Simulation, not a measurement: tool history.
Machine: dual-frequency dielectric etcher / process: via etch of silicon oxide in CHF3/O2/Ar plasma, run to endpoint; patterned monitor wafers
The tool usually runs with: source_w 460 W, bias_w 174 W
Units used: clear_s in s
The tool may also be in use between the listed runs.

run,hour,source_w,bias_w,wafers since the last listed run,hours since the last wet clean,hours since the last source power generator calibration,hours since the last bias power generator calibration,hours since the last upper electrode change,"incoming incoming film thickness, nm",clear_s
1,0.0,460,174,0,68.7,2499.3,2004.1,1487.6,643.5,326.3
2,87.5,460,174,463,156.2,2586.8,2091.6,1575.1,637.5,328.3
3,194.0,460,174,564,262.7,2693.3,2198.1,1681.6,640.4,330.8
4,264.9,520,205,375,333.6,2764.2,2269.0,1752.5,641.8,294.0
5,338.8,460,143,391,407.5,2838.1,2342.9,1826.4,640.8,366.3
6,379.9,460,174,217,448.6,2879.2,2384.0,1867.5,638.9,334.1
# hour 475.5: wet clean of the chamber
7,480.9,460,174,408,5.4,2980.2,2485.0,1968.5,643.8,328.8
8,714.2,460,162,1236,238.7,3213.5,2718.3,2201.8,641.2,341.7
9,799.2,460,165,450,323.7,3298.5,2803.3,2286.8,644.3,342.3
10,845.0,360,133,242,369.5,3344.3,2849.1,2332.6,648.7,411.9
# hour 879.4: upper electrode replaced
11,930.4,390,202,325,454.9,3429.7,2934.5,51.0,640.1,327.7
# hour 970.3: wet clean of the chamber
# hour 976.1: source power generator calibrated
12,1023.0,570,207,342,52.7,46.9,3027.1,143.6,647.2,287.4
# hour 1077.0: bias power generator calibrated
13,1110.0,370,174,439,139.7,133.9,33.0,230.6,648.1,355.9
14,1177.7,510,145,358,207.4,201.6,100.7,298.3,643.0,350.4
# hour 1459.9: wet clean of the chamber
15,1460.4,400,198,1370,0.5,484.3,383.4,581.0,635.4,320.3
16,1519.3,460,174,312,59.4,543.2,442.3,639.9,641.9,324.9
17,1559.5,460,174,213,99.6,583.4,482.5,680.1,650.4,334.8
18,1662.6,460,174,546,202.7,686.5,585.6,783.2,640.9,328.3

Predict each of these 4 candidate next runs independently; none follows another, all start after run 18:
A,1663.1,460,174,2,203.2,687.0,586.1,783.7,647.5,?
B,1663.1,560,136,2,203.2,687.0,586.1,783.7,647.5,?
C,1663.1,380,155,2,203.2,687.0,586.1,783.7,647.5,?
D,1663.1,410,174,2,203.2,687.0,586.1,783.7,647.5,?

run,clear_s
A,335.4
B,353.2
C,375.7
D,347.6
With no hidden state in the tool, these same runs would have given:
run,clear_s
A,331.1
B,348.6
C,370.8
D,343.1

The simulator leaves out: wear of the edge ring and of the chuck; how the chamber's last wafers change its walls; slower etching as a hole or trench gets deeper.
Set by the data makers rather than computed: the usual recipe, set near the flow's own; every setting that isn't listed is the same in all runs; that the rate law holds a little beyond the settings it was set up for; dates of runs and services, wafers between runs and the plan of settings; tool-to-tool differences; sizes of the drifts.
